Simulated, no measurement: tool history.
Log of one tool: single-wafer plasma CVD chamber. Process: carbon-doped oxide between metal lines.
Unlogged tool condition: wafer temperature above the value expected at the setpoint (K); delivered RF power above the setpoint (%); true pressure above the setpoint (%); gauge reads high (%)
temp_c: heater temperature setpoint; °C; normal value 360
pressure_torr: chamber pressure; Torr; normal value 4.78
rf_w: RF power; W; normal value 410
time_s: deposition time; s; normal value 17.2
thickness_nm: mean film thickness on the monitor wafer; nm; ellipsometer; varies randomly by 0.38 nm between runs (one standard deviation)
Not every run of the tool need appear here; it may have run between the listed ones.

run	hour	temp_c	pressure_torr	rf_w	time_s	wafers since the last listed run	hours since the last thermocouple change	hours since the last RF generator calibration	hours since the last manometer calibration	hours since the showerhead was replaced	hours since the gauge calibration	read-back reference wafer on the same gauge, thickness_nm	thickness_nm
1	0	360	4.78	355	17.2	0	1715.5	863.8	1346.2	5055.4	376.3	71.068	70.461
2	34.7	360	4.78	410	17.2	1037	1750.2	898.5	1380.9	5090.1	411	70.998	77.728
3	67.1	360	4.78	410	17.2	969	1782.6	930.9	1413.3	5122.5	443.4	70.944	77.185
4	102.9	360	4.78	410	17.2	1070	1818.4	966.7	1449.1	5158.3	479.2	71.01	76.984
5	126	368	4.78	410	15.1	690	1841.5	989.8	1472.2	5181.4	502.3	71.016	66.87
6	151.5	360	4.78	370	19.9	762	1867	1015.3	1497.7	5206.9	527.8	71.146	84.379
7	165.8	360	4.78	370	19.9	427	1881.3	1029.6	1512	5221.2	542.1	70.952	83.186
8	184.9	366	4.78	410	17.2	571	1900.4	1048.7	1531.1	5240.3	561.2	70.99	76.913
# hour 194.8: capacitance manometer re-zeroed and calibrated
9	206.6	366	4.78	410	17.2	409	1922.1	1070.4	11.8	5262	582.9	70.964	76.524
10	225.8	360	4.78	375	17.2	574	1941.3	1089.6	31	5281.2	602.1	71.082	73.496
11	245.7	351	4.78	410	17.2	595	1961.2	1109.5	50.9	5301.1	622	70.873	78.786
12	276.3	351	4.78	410	17.2	915	1991.8	1140.1	81.5	5331.7	652.6	71.011	79.031
# hour 302.3: RF generator calibrated
13	302.8	373	5.26	485	15.4	553	2018.3	0.5	108	5358.2	679.1	70.984	80.904
14	309.5	360	4.78	360	17.2	200	2025	7.2	114.7	5364.9	685.8	71.095	75.462
15	341.8	360	4.78	375	17.2	966	2057.3	39.5	147	5397.2	718.1	70.935	76.699
# hour 354.7: showerhead replaced, of another model than before
16	355.2	346	4.11	410	17.2	161	2070.7	52.9	160.4	0.5	731.5	70.936	84.029
17	373.5	360	4.78	410	17.2	547	2089	71.2	178.7	18.8	749.8	71.013	81.708
18	406.6	360	4.46	410	17.2	989	2122.1	104.3	211.8	51.9	782.9	71.058	80.46
19	423.9	360	4.78	410	17.2	517	2139.4	121.6	229.1	69.2	800.2	71.064	81.045
# hour 445.8: thermocouple changed; heater temperature recalibrated
# hour 448: gauge calibrated
20	458.4	360	4.78	385	17.2	792	12.6	156.1	263.6	103.7	10.4	70.994	78.226
21	483.9	350	4.78	365	17.2	762	38.1	181.6	289.1	129.2	35.9	70.9	78.867
22	507.9	368	4.78	410	15.1	717	62.1	205.6	313.1	153.2	59.9	70.999	70.036
23	526.1	374	4.78	410	17.2	544	80.3	223.8	331.3	171.4	78.1	70.963	77.82
24	559.8	360	5.45	410	17.2	1007	114	257.5	365	205.1	111.8	70.948	81.695
25	574	351	4.78	410	17.2	424	128.2	271.7	379.2	219.3	126	71.065	82.25
26	591.9	360	4.78	410	17.2	535	146.1	289.6	397.1	237.2	143.9	70.955	79.563
27	618	364	3.7	350	14	780	172.2	315.7	423.2	263.3	170	70.997	58.42
28	653.2	373	4.78	410	18.1	1052	207.4	350.9	458.4	298.5	205.2	70.868	81.661

Below are 5 alternative next runs, each starting from the tool's condition after run 28. Predict each:
A	653.6	360	4.78	410	18.3	11	207.8	351.3	458.8	298.9	205.6	?	?
B	653.6	346	4.78	410	17.2	11	207.8	351.3	458.8	298.9	205.6	?	?
C	653.6	353	4.35	455	16.3	11	207.8	351.3	458.8	298.9	205.6	?	?
D	653.6	360	4.78	350	17.2	11	207.8	351.3	458.8	298.9	205.6	?	?
E	653.6	355	4.78	490	18.8	11	207.8	351.3	458.8	298.9	205.6	?	?

run	read-back reference wafer on the same gauge, thickness_nm	thickness_nm
A	70.894	84.583
B	70.894	82.318
C	70.894	80.045
D	70.894	73.745
E	70.894	96.018
Had the tool no hidden state, the same runs would have come out as:
run	thickness_nm
A	86.791
B	84.466
C	82.134
D	75.746
E	98.364
